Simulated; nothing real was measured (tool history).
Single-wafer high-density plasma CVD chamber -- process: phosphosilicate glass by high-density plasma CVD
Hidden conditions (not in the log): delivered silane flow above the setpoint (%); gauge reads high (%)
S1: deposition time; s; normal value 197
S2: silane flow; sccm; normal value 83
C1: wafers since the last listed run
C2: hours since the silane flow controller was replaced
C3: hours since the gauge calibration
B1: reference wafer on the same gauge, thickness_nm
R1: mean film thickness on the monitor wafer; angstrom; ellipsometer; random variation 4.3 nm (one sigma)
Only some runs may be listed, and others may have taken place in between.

run 1 hour=0.0 | S1=197 S2=83 | C1=0 C2=2557.9 C3=281.0 | B1=1550.491 | R1=18477.62
run 2 hour=104.0 | S1=197 S2=83 | C1=979 C2=2661.9 C3=385.0 | B1=1550.127 | R1=18510.46
run 3 hour=120.4 | S1=197 S2=83 | C1=154 C2=2678.3 C3=401.4 | B1=1551.164 | R1=18513.21
run 4 hour=142.7 | S1=178 S2=92 | C1=209 C2=2700.6 C3=423.7 | B1=1549.715 | R1=18261.67
run 5 hour=170.8 | S1=178 S2=92 | C1=264 C2=2728.7 C3=451.8 | B1=1548.646 | R1=18254.77
run 6 hour=189.3 | S1=178 S2=92 | C1=174 C2=2747.2 C3=470.3 | B1=1549.899 | R1=18276.73
run 7 hour=223.3 | S1=197 S2=83 | C1=320 C2=2781.2 C3=504.3 | B1=1548.799 | R1=18590.34
run 8 hour=316.4 | S1=197 S2=83 | C1=876 C2=2874.3 C3=597.4 | B1=1549.852 | R1=18635.46
run 9 hour=342.8 | S1=197 S2=83 | C1=248 C2=2900.7 C3=623.8 | B1=1551.901 | R1=18557.52
run 10 hour=375.7 | S1=169 S2=89 | C1=309 C2=2933.6 C3=656.7 | B1=1551.652 | R1=16947.76
run 11 hour=389.1 | S1=169 S2=89 | C1=126 C2=2947.0 C3=670.1 | B1=1550.869 | R1=16945.18
run 12 hour=413.4 | S1=210 S2=90 | C1=228 C2=2971.3 C3=694.4 | B1=1550.875 | R1=21275.12
-- hour=436.5 silane flow controller replaced
run 13 hour=437.0 | S1=210 S2=90 | C1=146 C2=0.5 C3=718.0 | B1=1550.810 | R1=20182.44
run 14 hour=467.3 | S1=210 S2=90 | C1=285 C2=30.8 C3=748.3 | B1=1550.133 | R1=20292.12
-- hour=480.9 gauge calibrated
run 15 hour=484.8 | S1=184 S2=83 | C1=164 C2=48.3 C3=3.9 | B1=1550.253 | R1=16499.01
run 16 hour=509.2 | S1=184 S2=83 | C1=229 C2=72.7 C3=28.3 | B1=1550.842 | R1=16590.20
run 17 hour=544.5 | S1=197 S2=83 | C1=332 C2=108.0 C3=63.6 | B1=1549.267 | R1=17737.13
run 18 hour=575.8 | S1=197 S2=83 | C1=294 C2=139.3 C3=94.9 | B1=1550.818 | R1=17701.90
run 19 hour=593.4 | S1=197 S2=83 | C1=165 C2=156.9 C3=112.5 | B1=1551.652 | R1=17832.49
run 20 hour=620.6 | S1=197 S2=83 | C1=256 C2=184.1 C3=139.7 | B1=1551.591 | R1=17788.17
run 21 hour=641.0 | S1=197 S2=83 | C1=192 C2=204.5 C3=160.1 | B1=1549.700 | R1=17773.83
run 22 hour=654.0 | S1=197 S2=83 | C1=122 C2=217.5 C3=173.1 | B1=1548.195 | R1=17704.40
run 23 hour=677.4 | S1=228 S2=73 | C1=220 C2=240.9 C3=196.5 | B1=1550.928 | R1=18475.91
run 24 hour=704.0 | S1=171 S2=96 | C1=250 C2=267.5 C3=223.1 | B1=1550.287 | R1=17507.89
run 25 hour=732.1 | S1=228 S2=93 | C1=264 C2=295.6 C3=251.2 | B1=1549.142 | R1=22681.74
run 26 hour=766.0 | S1=197 S2=83 | C1=319 C2=329.5 C3=285.1 | B1=1550.070 | R1=17861.31
run 27 hour=800.9 | S1=177 S2=90 | C1=328 C2=364.4 C3=320.0 | B1=1548.926 | R1=17187.21
run 28 hour=831.7 | S1=171 S2=96 | C1=290 C2=395.2 C3=350.8 | B1=1550.844 | R1=17583.42
run 29 hour=865.2 | S1=197 S2=83 | C1=315 C2=428.7 C3=384.3 | B1=1549.357 | R1=17814.57
run 30 hour=892.8 | S1=197 S2=83 | C1=259 C2=456.3 C3=411.9 | B1=1550.230 | R1=17815.55
run 31 hour=914.7 | S1=181 S2=91 | C1=206 C2=478.2 C3=433.8 | B1=1549.070 | R1=17789.57
run 32 hour=949.3 | S1=168 S2=76 | C1=325 C2=512.8 C3=468.4 | B1=1549.168 | R1=14128.93
run 33 hour=964.4 | S1=212 S2=98 | C1=142 C2=527.9 C3=483.5 | B1=1550.097 | R1=22147.94
run 34 hour=976.7 | S1=231 S2=76 | C1=115 C2=540.2 C3=495.8 | B1=1549.599 | R1=19429.25
run 35 hour=1012.5 | S1=217 S2=95 | C1=337 C2=576.0 C3=531.6 | B1=1549.138 | R1=22124.70
run 36 hour=1034.9 | S1=186 S2=75 | C1=210 C2=598.4 C3=554.0 | B1=1549.551 | R1=15536.43
run 37 hour=1068.3 | S1=227 S2=100 | C1=314 C2=631.8 C3=587.4 | B1=1551.430 | R1=24245.28
run 38 hour=1093.0 | S1=209 S2=72 | C1=232 C2=656.5 C3=612.1 | B1=1549.532 | R1=16830.65
run 39 hour=1143.1 | S1=197 S2=83 | C1=471 C2=706.6 C3=662.2 | B1=1551.678 | R1=17955.32
run 40 hour=1163.3 | S1=226 S2=92 | C1=190 C2=726.8 C3=682.4 | B1=1550.557 | R1=22560.33
run 41 hour=1195.9 | S1=225 S2=72 | C1=306 C2=759.4 C3=715.0 | B1=1550.354 | R1=18160.67
run 42 hour=1220.2 | S1=197 S2=83 | C1=228 C2=783.7 C3=739.3 | B1=1551.012 | R1=17985.71
run 43 hour=1239.4 | S1=178 S2=74 | C1=180 C2=802.9 C3=758.5 | B1=1549.912 | R1=14784.67
run 44 hour=1270.2 | S1=231 S2=73 | C1=290 C2=833.7 C3=789.3 | B1=1548.906 | R1=18893.01
run 45 hour=1286.0 | S1=197 S2=94 | C1=148 C2=849.5 C3=805.1 | B1=1550.315 | R1=20043.80

How the hidden state differs across the entries between the runs, from the last listed run before each to the first after it:
From run 12 to run 13: silane flow controller replaced (hour 436.5)
  delivered silane flow above the setpoint (%): 5.65 -> -0.23
  measured less the result without the state, R1: +972.07 -> -39.50 angstrom
From run 14 to run 15: gauge calibrated (hour 480.9)
  delivered silane flow above the setpoint (%): -0.173 -> -0.141
  measured less the result without the state, R1: -29.89 -> -19.70 angstrom
